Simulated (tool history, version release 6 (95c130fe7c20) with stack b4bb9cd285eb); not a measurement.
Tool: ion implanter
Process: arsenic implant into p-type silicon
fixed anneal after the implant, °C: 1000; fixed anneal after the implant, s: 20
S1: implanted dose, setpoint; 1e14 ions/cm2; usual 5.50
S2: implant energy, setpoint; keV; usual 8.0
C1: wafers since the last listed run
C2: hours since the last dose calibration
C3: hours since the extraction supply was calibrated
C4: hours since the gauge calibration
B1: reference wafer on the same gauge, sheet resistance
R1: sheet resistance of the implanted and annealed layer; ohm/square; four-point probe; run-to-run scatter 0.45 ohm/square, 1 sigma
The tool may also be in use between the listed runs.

run 1 hour=0.0 | S1=5.50 S2=9.0 | C1=0 C2=1445.2 C3=4352.4 C4=216.6 | B1=195.88 | R1=199.28
run 2 hour=15.9 | S1=5.50 S2=9.0 | C1=322 C2=1461.1 C3=4368.3 C4=232.5 | B1=196.07 | R1=199.37
run 3 hour=27.8 | S1=5.50 S2=9.0 | C1=241 C2=1473.0 C3=4380.2 C4=244.4 | B1=196.14 | R1=199.64
run 4 hour=64.8 | S1=5.50 S2=8.0 | C1=751 C2=1510.0 C3=4417.2 C4=281.4 | B1=195.87 | R1=201.76
-- hour=71.0 gauge calibrated
run 5 hour=80.5 | S1=5.50 S2=8.0 | C1=318 C2=1525.7 C3=4432.9 C4=9.5 | B1=196.15 | R1=201.98
run 6 hour=89.3 | S1=6.68 S2=8.0 | C1=178 C2=1534.5 C3=4441.7 C4=18.3 | B1=196.10 | R1=179.18
run 7 hour=137.2 | S1=6.68 S2=8.0 | C1=972 C2=1582.4 C3=4489.6 C4=66.2 | B1=195.98 | R1=179.25
run 8 hour=145.1 | S1=5.50 S2=8.0 | C1=160 C2=1590.3 C3=4497.5 C4=74.1 | B1=195.94 | R1=202.13
run 9 hour=159.8 | S1=5.50 S2=8.0 | C1=298 C2=1605.0 C3=4512.2 C4=88.8 | B1=196.03 | R1=203.31
-- hour=177.8 extraction supply calibrated
run 10 hour=178.3 | S1=5.50 S2=8.0 | C1=213 C2=1623.5 C3=0.5 C4=107.3 | B1=195.83 | R1=202.65
-- hour=188.5 Faraday cup replaced and dose calibrated
run 11 hour=189.0 | S1=5.83 S2=8.0 | C1=54 C2=0.5 C3=11.2 C4=118.0 | B1=195.89 | R1=198.05
run 12 hour=196.8 | S1=5.83 S2=8.0 | C1=158 C2=8.3 C3=19.0 C4=125.8 | B1=195.93 | R1=197.18
run 13 hour=214.5 | S1=5.50 S2=8.0 | C1=359 C2=26.0 C3=36.7 C4=143.5 | B1=195.94 | R1=205.99
run 14 hour=229.7 | S1=6.53 S2=8.0 | C1=308 C2=41.2 C3=51.9 C4=158.7 | B1=195.96 | R1=184.06
run 15 hour=240.7 | S1=6.53 S2=8.0 | C1=223 C2=52.2 C3=62.9 C4=169.7 | B1=195.81 | R1=183.90
run 16 hour=257.4 | S1=5.50 S2=10.0 | C1=339 C2=68.9 C3=79.6 C4=186.4 | B1=196.09 | R1=201.05
-- hour=267.7 Faraday cup replaced and dose calibrated, repeated, since the last time left the tool worse
run 17 hour=274.4 | S1=5.50 S2=8.0 | C1=182 C2=6.7 C3=96.6 C4=203.4 | B1=196.11 | R1=195.96
run 18 hour=281.3 | S1=5.50 S2=8.0 | C1=140 C2=13.6 C3=103.5 C4=210.3 | B1=196.07 | R1=196.68
run 19 hour=291.7 | S1=6.90 S2=8.0 | C1=211 C2=24.0 C3=113.9 C4=220.7 | B1=196.09 | R1=172.75
run 20 hour=308.4 | S1=6.38 S2=5.5 | C1=339 C2=40.7 C3=130.6 C4=237.4 | B1=195.95 | R1=186.54
run 21 hour=321.0 | S1=6.53 S2=8.0 | C1=255 C2=53.3 C3=143.2 C4=250.0 | B1=195.86 | R1=178.53
run 22 hour=327.5 | S1=5.50 S2=8.0 | C1=131 C2=59.8 C3=149.7 C4=256.5 | B1=196.20 | R1=196.39
run 23 hour=356.9 | S1=6.69 S2=6.0 | C1=596 C2=89.2 C3=179.1 C4=285.9 | B1=196.04 | R1=180.09
-- hour=361.3 gauge calibrated
run 24 hour=369.1 | S1=5.50 S2=8.0 | C1=247 C2=101.4 C3=191.3 C4=7.8 | B1=196.05 | R1=197.65
run 25 hour=380.0 | S1=6.20 S2=8.0 | C1=221 C2=112.3 C3=202.2 C4=18.7 | B1=196.09 | R1=183.77
run 26 hour=393.3 | S1=6.28 S2=8.0 | C1=270 C2=125.6 C3=215.5 C4=32.0 | B1=196.10 | R1=182.37
run 27 hour=403.9 | S1=4.00 S2=6.0 | C1=215 C2=136.2 C3=226.1 C4=42.6 | B1=195.87 | R1=251.24
run 28 hour=413.9 | S1=7.14 S2=6.0 | C1=203 C2=146.2 C3=236.1 C4=52.6 | B1=196.04 | R1=174.96
run 29 hour=423.8 | S1=6.35 S2=7.0 | C1=200 C2=156.1 C3=246.0 C4=62.5 | B1=196.07 | R1=184.15
run 30 hour=461.3 | S1=6.98 S2=6.0 | C1=761 C2=193.6 C3=283.5 C4=100.0 | B1=195.98 | R1=176.24
run 31 hour=478.7 | S1=4.77 S2=6.0 | C1=353 C2=211.0 C3=300.9 C4=117.4 | B1=195.97 | R1=222.56
run 32 hour=496.2 | S1=4.43 S2=8.0 | C1=355 C2=228.5 C3=318.4 C4=134.9 | B1=196.15 | R1=230.43
run 33 hour=511.3 | S1=5.95 S2=10.0 | C1=306 C2=243.6 C3=333.5 C4=150.0 | B1=195.93 | R1=183.81
run 34 hour=523.4 | S1=5.95 S2=6.5 | C1=245 C2=255.7 C3=345.6 C4=162.1 | B1=196.22 | R1=192.16
run 35 hour=530.7 | S1=6.59 S2=8.0 | C1=148 C2=263.0 C3=352.9 C4=169.4 | B1=195.84 | R1=177.57

Give the tool's hidden conditions for every run:
deviation of the true energy from its setpoint, %: 0 at every run
gauge reads high (%): 0 at every run
H1: deviation of the true dose from the Faraday cup's reading, %
run=1 H1=-3.74
run=2 H1=-3.78
run=3 H1=-3.81
run=4 H1=-3.9
run=5 H1=-3.93
run=6 H1=-3.96
run=7 H1=-4.07
run=8 H1=-4.09
run=9 H1=-4.13
run=10 H1=-4.17
run=11 H1=-6.31
run=12 H1=-6.33
run=13 H1=-6.37
run=14 H1=-6.41
run=15 H1=-6.44
run=16 H1=-6.48
run=17 H1=-0.265
run=18 H1=-0.282
run=19 H1=-0.307
run=20 H1=-0.348
run=21 H1=-0.378
run=22 H1=-0.394
run=23 H1=-0.465
run=24 H1=-0.494
run=25 H1=-0.521
run=26 H1=-0.553
run=27 H1=-0.578
run=28 H1=-0.602
run=29 H1=-0.626
run=30 H1=-0.717
run=31 H1=-0.759
run=32 H1=-0.801
run=33 H1=-0.838
run=34 H1=-0.867
run=35 H1=-0.884
